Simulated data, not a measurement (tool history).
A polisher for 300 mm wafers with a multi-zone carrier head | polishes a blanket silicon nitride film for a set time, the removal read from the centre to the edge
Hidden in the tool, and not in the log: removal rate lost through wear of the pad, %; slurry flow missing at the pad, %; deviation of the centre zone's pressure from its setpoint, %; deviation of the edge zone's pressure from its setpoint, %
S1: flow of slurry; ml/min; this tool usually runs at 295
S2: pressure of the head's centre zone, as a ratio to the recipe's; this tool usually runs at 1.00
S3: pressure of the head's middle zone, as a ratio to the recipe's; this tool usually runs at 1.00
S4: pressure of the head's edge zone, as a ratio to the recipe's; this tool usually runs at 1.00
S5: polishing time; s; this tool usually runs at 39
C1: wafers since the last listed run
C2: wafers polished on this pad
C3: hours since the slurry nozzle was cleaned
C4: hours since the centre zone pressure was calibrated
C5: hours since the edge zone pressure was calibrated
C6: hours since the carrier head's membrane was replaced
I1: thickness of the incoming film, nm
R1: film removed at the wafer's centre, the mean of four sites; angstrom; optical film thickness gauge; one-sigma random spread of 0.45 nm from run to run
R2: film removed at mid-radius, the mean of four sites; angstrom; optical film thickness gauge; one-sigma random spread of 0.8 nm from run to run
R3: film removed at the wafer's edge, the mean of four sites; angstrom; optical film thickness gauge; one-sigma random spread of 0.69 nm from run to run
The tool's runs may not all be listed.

Run 1, hour 0.0: usual settings but S3 1.04; C1 0; C2 355; C3 343.3; C4 204.2; C5 877.5; C6 1546.2; I1 511.5. Result: R1 592 angstrom, R2 692 angstrom, R3 690 angstrom.
Run 2, hour 17.3: usual settings but S3 1.04; C1 154; C2 510; C3 360.6; C4 221.5; C5 894.8; C6 1563.5; I1 511.8. Result: R1 595 angstrom, R2 685 angstrom, R3 690 angstrom.
Run 3, hour 31.8: usual settings; C1 129; C2 639; C3 375.1; C4 236.0; C5 909.3; C6 1578.0; I1 503.4. Result: R1 602 angstrom, R2 678 angstrom, R3 676 angstrom.
Run 4, hour 40.2: usual settings; C1 74; C2 714; C3 383.5; C4 244.4; C5 917.7; C6 1586.4; I1 514.5. Result: R1 594 angstrom, R2 693 angstrom, R3 683 angstrom.
Run 5, hour 52.2: usual settings; C1 107; C2 821; C3 395.5; C4 256.4; C5 929.7; C6 1598.4; I1 506.0. Result: R1 583 angstrom, R2 675 angstrom, R3 690 angstrom.
Run 6, hour 59.7: usual settings; C1 66; C2 888; C3 403.0; C4 263.9; C5 937.2; C6 1605.9; I1 505.5. Result: R1 581 angstrom, R2 676 angstrom, R3 678 angstrom.
At hour 89.4: slurry nozzle cleaned.
Run 7, hour 96.0: usual settings; C1 314; C2 1203; C3 6.6; C4 300.2; C5 973.5; C6 1642.2; I1 513.6. Result: R1 611 angstrom, R2 708 angstrom, R3 693 angstrom.
Run 8, hour 107.1: usual settings but S3 1.09; C1 99; C2 1302; C3 17.7; C4 311.3; C5 984.6; C6 1653.3; I1 513.5. Result: R1 613 angstrom, R2 741 angstrom, R3 700 angstrom.
At hour 111.7: worn pad replaced by a new one.
Run 9, hour 121.4: usual settings but S3 1.09; C1 91; C2 86; C3 32.0; C4 325.6; C5 998.9; C6 1667.6; I1 513.9. Result: R1 601 angstrom, R2 765 angstrom, R3 693 angstrom.
Run 10, hour 136.4: usual settings but S3 1.08; C1 133; C2 220; C3 47.0; C4 340.6; C5 1013.9; C6 1682.6; I1 506.8. Result: R1 596 angstrom, R2 734 angstrom, R3 701 angstrom.
Run 11, hour 152.2: usual settings but S1 230 ml/min, S2 1.03, S3 0.89, S4 0.94; C1 140; C2 361; C3 62.8; C4 356.4; C5 1029.7; C6 1698.4; I1 514.7. Result: R1 586 angstrom, R2 616 angstrom, R3 660 angstrom.
At hour 162.6: carrier head's membrane replaced by a new one.
Run 12, hour 163.1: usual settings but S2 0.95; C1 52; C2 414; C3 73.7; C4 367.3; C5 1040.6; C6 0.5; I1 508.6. Result: R1 553 angstrom, R2 698 angstrom, R3 689 angstrom.
Run 13, hour 169.9: usual settings; C1 60; C2 474; C3 80.5; C4 374.1; C5 1047.4; C6 7.3; I1 505.9. Result: R1 581 angstrom, R2 708 angstrom, R3 699 angstrom.
At hour 185.1: edge zone pressure recalibrated.
At hour 186.9: centre zone pressure recalibrated.
Run 14, hour 187.4: usual settings but S1 330 ml/min, S2 0.94, S3 1.06, S5 33 s; C1 122; C2 596; C3 98.0; C4 0.5; C5 2.3; C6 24.8; I1 501.1. Result: R1 559 angstrom, R2 624 angstrom, R3 588 angstrom.
Run 15, hour 192.8: usual settings but S1 225 ml/min, S3 1.07; C1 48; C2 645; C3 103.4; C4 5.9; C5 7.7; C6 30.2; I1 513.1. Result: R1 655 angstrom, R2 714 angstrom, R3 685 angstrom.
Run 16, hour 207.0: usual settings but S3 0.91; C1 126; C2 771; C3 117.6; C4 20.1; C5 21.9; C6 44.4; I1 516.8. Result: R1 682 angstrom, R2 645 angstrom, R3 697 angstrom.
Run 17, hour 224.6: usual settings but S1 375 ml/min, S2 0.88, S4 1.07, S5 46 s; C1 157; C2 928; C3 135.2; C4 37.7; C5 39.5; C6 62.0; I1 503.1. Result: R1 720 angstrom, R2 850 angstrom, R3 848 angstrom.
Run 18, hour 238.9: usual settings but S1 390 ml/min, S2 0.97, S4 0.96, S5 27 s; C1 127; C2 1056; C3 149.5; C4 52.0; C5 53.8; C6 76.3; I1 509.4. Result: R1 469 angstrom, R2 493 angstrom, R3 486 angstrom.

Estimate the outcome of run 19 from the log above:
At hour 252.3: worn pad replaced by a new one.
Run 19, hour 254.7: usual settings but S3 0.91; C1 105; C2 21; C3 165.3; C4 67.8; C5 69.6; C6 92.1; I1 507.9. Result: R1 ?, R2 ?, R3 ?.

Run 19 came out at R1 668 angstrom, R2 648 angstrom, R3 692 angstrom.
The same run, on a tool lacking any hidden state, would have yielded R1 691 angstrom, R2 669 angstrom, R3 708 angstrom.
